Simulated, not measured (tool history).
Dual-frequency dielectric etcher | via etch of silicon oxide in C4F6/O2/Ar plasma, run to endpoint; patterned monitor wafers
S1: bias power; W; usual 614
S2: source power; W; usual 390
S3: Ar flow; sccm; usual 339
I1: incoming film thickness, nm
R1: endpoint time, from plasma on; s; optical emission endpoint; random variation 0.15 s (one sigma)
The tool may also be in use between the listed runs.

run 1 hour=0 | S1=614 S2=390 S3=339 | I1=177.3 | R1=36
-- hour=132.8 wet clean of the chamber
run 2 hour=156.9 | S1=523 S2=340 S3=339 | I1=177.4 | R1=42.4
run 3 hour=224.4 | S1=523 S2=340 S3=339 | I1=176.3 | R1=41.8
run 4 hour=264.9 | S1=614 S2=340 S3=339 | I1=176.6 | R1=39.9
run 5 hour=369 | S1=614 S2=340 S3=339 | I1=178.1 | R1=40.1
run 6 hour=476.5 | S1=614 S2=340 S3=339 | I1=174.5 | R1=38.6
-- hour=536.4 upper electrode replaced
run 7 hour=577.8 | S1=614 S2=390 S3=339 | I1=177.3 | R1=35.9
run 8 hour=680.8 | S1=614 S2=390 S3=339 | I1=175.8 | R1=35.2
-- hour=686.9 source power generator calibrated
-- hour=752.6 wet clean of the chamber
run 9 hour=867.5 | S1=614 S2=390 S3=339 | I1=177.1 | R1=36.8
run 10 hour=948.9 | S1=614 S2=390 S3=339 | I1=177 | R1=36.3
run 11 hour=1026.2 | S1=614 S2=390 S3=339 | I1=176.7 | R1=36.4
-- hour=1072.7 Ar flow controller replaced
run 12 hour=1109.4 | S1=614 S2=390 S3=339 | I1=175.7 | R1=35.5
run 13 hour=1202.4 | S1=614 S2=310 S3=383 | I1=177.7 | R1=42
run 14 hour=1292.3 | S1=614 S2=390 S3=339 | I1=176.4 | R1=35.1
-- hour=1326.2 wet clean of the chamber
run 15 hour=1329.8 | S1=542 S2=460 S3=380 | I1=177.2 | R1=35.1
-- hour=1354 bias power generator calibrated
run 16 hour=1417.8 | S1=614 S2=390 S3=339 | I1=176.3 | R1=36.5
run 17 hour=1454.1 | S1=614 S2=350 S3=419 | I1=176.4 | R1=39.7
run 18 hour=1518.3 | S1=614 S2=390 S3=339 | I1=176.2 | R1=36.2
run 19 hour=1597.9 | S1=491 S2=340 S3=408 | I1=175.4 | R1=41.9
run 20 hour=1694 | S1=471 S2=340 S3=339 | I1=177.8 | R1=42
run 21 hour=1762.7 | S1=543 S2=390 S3=339 | I1=176.8 | R1=36.8
-- hour=1858.2 wet clean of the chamber
run 22 hour=1858.7 | S1=673 S2=360 S3=370 | I1=178.6 | R1=38.3
run 23 hour=1924.8 | S1=465 S2=390 S3=370 | I1=176.7 | R1=39.3
run 24 hour=1978.2 | S1=614 S2=310 S3=392 | I1=177.5 | R1=43
run 25 hour=2026.8 | S1=653 S2=390 S3=339 | I1=176.1 | R1=35.4
run 26 hour=2096 | S1=547 S2=460 S3=302 | I1=177.3 | R1=33.5
run 27 hour=2181.7 | S1=614 S2=390 S3=339 | I1=177.5 | R1=35.7
-- hour=2338 wet clean of the chamber
run 28 hour=2429.7 | S1=688 S2=340 S3=339 | I1=178.2 | R1=38.9

Measured less the same run without the tool's hidden state. The same run-to-run variation is in both; the gauge's scatter may not be:
The hidden state here: etch rate over this chamber's usual, %; bias power that arrives over what is set, %; source power that arrives over what is set, %; Ar flow that arrives over what is set, %.
run=1 R1=-0.8
run=2 R1=+0.6
run=3 R1=+0.3
run=4 R1=+0.1
run=5 R1=-0.2
run=6 R1=-0.6
run=7 R1=-0.8
run=8 R1=-1.1
run=9 R1=+0
run=10 R1=-0.2
run=11 R1=-0.5
run=12 R1=-0.7
run=13 R1=-1.2
run=14 R1=-1.3
run=15 R1=+0.1
run=16 R1=-0.1
run=17 R1=-0.3
run=18 R1=-0.4
run=19 R1=-0.8
run=20 R1=-1.1
run=21 R1=-1.3
run=22 R1=+0
run=23 R1=-0.2
run=24 R1=-0.4
run=25 R1=-0.5
run=26 R1=-0.6
run=27 R1=-1
run=28 R1=+0.2
